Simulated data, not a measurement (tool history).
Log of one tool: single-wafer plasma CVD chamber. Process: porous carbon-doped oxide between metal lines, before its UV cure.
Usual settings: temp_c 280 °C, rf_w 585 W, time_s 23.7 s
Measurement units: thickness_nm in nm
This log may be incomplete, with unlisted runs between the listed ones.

| run | hour | temp_c | rf_w | time_s | read-back reference wafer on the same gauge, thickness_nm | thickness_nm |
|---|---|---|---|---|---|---|
| 1 | 0.0 | 280 | 585 | 23.7 | 180.128 | 157.669 |
|  | 29.6 | thermocouple changed; heater temperature recalibrated |
| 2 | 67.9 | 280 | 585 | 23.7 | 179.687 | 158.426 |
| 3 | 148.9 | 280 | 585 | 23.7 | 180.251 | 157.704 |
| 4 | 186.5 | 280 | 585 | 21.1 | 180.514 | 141.565 |
| 5 | 270.9 | 280 | 585 | 23.7 | 179.571 | 158.017 |
| 6 | 367.2 | 280 | 585 | 23.7 | 180.155 | 157.988 |
| 7 | 413.4 | 280 | 585 | 23.7 | 180.051 | 158.578 |
| 8 | 463.2 | 280 | 585 | 23.7 | 180.514 | 158.984 |
|  | 530.4 | RF generator calibrated |
| 9 | 530.9 | 280 | 585 | 23.7 | 179.967 | 159.361 |
| 10 | 632.5 | 280 | 585 | 23.7 | 179.887 | 158.646 |
|  | 666.2 | showerhead replaced |
| 11 | 724.4 | 280 | 585 | 23.7 | 180.041 | 158.961 |
| 12 | 829.3 | 273 | 495 | 21.1 | 179.770 | 136.184 |
| 13 | 919.0 | 290 | 490 | 27.7 | 180.213 | 156.060 |
| 14 | 963.5 | 280 | 585 | 23.7 | 180.139 | 159.274 |
| 15 | 1037.4 | 276 | 530 | 26.2 | 179.931 | 170.860 |

Expected results for the next run?
| 16 | 1128.0 | 280 | 540 | 21.5 | ? | ? |

{"run 16": {"read-back reference wafer on the same gauge, thickness_nm": 180.2, "thickness_nm": 138.766}}
With no hidden state in the tool, this same run would have given thickness_nm 138.766 nm.
